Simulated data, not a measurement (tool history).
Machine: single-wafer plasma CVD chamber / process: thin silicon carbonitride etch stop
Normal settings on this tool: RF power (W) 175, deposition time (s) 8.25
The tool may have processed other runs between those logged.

run	hour	RF power (W)	deposition time (s)	read-back reference wafer on the same gauge, thickness_nm	mean film thickness on the monitor wafer (nm)
1	0	160	8.61	4.32	4.165
2	6.3	185	8.25	4.319	4.191
3	24.1	185	8.25	4.322	4.186
4	35.9	175	7.76	4.32	3.871
# hour 50.5: gauge calibrated
5	87.3	175	7.76	4.319	3.872
6	102.2	175	8.25	4.321	4.108
7	115.3	175	8.25	4.319	4.111
8	130.7	175	8.25	4.322	4.101
9	137.4	175	8.25	4.32	4.103
10	146.6	185	7.36	4.321	3.732
11	159	150	8.25	4.319	3.885
12	168.7	150	8.25	4.318	3.891
# hour 185.3: thermocouple changed; heater temperature recalibrated
13	185.8	175	8.25	4.32	4.096
14	195.1	175	8.25	4.318	4.112
15	205.5	175	8.25	4.319	4.098
16	213.3	155	9.11	4.32	4.341
17	223.2	155	9.11	4.32	4.336
18	235.6	160	8.73	4.321	4.212
19	242.4	150	9.41	4.321	4.429
20	253.2	140	8.81	4.32	4.04
# hour 278.7: gauge calibrated
21	302.2	205	9.79	4.323	5.117
22	316.6	175	8.25	4.321	4.075
23	332.7	195	8.25	4.321	4.235
24	349.6	150	8.25	4.319	3.875
# hour 365.2: RF generator calibrated
25	367.3	175	9.23	4.319	4.725
# hour 380: showerhead replaced
26	380.5	140	8.81	4.322	4.173
27	389.8	195	8.25	4.319	4.39
28	400.2	145	7.35	4.322	3.532
29	417.8	210	7.24	4.32	3.959
30	427.5	175	8.25	4.32	4.22
31	443.7	165	6.87	4.322	3.451
32	451	145	8.25	4.319	3.958
33	465.1	150	9.63	4.319	4.675
34	477.6	205	7.06	4.319	3.819
35	490.2	150	8.25	4.32	4.006

Exercise: give the hidden state of the tool at every run:
wafer temperature above the value expected at the setpoint (K): 0 on each run
gauge reads high (%): 0 on each run
H1: delivered RF power above the setpoint (%)
run	H1
1	-8.04
2	-8.07
3	-8.16
4	-8.22
5	-8.49
6	-8.57
7	-8.64
8	-8.72
9	-8.75
10	-8.8
11	-8.86
12	-8.92
13	-9
14	-9.05
15	-9.11
16	-9.15
17	-9.2
18	-9.26
19	-9.3
20	-9.35
21	-9.61
22	-9.68
23	-9.77
24	-9.86
25	-0.0851
26	-0.154
27	-0.202
28	-0.256
29	-0.348
30	-0.398
31	-0.482
32	-0.52
33	-0.594
34	-0.659
35	-0.724

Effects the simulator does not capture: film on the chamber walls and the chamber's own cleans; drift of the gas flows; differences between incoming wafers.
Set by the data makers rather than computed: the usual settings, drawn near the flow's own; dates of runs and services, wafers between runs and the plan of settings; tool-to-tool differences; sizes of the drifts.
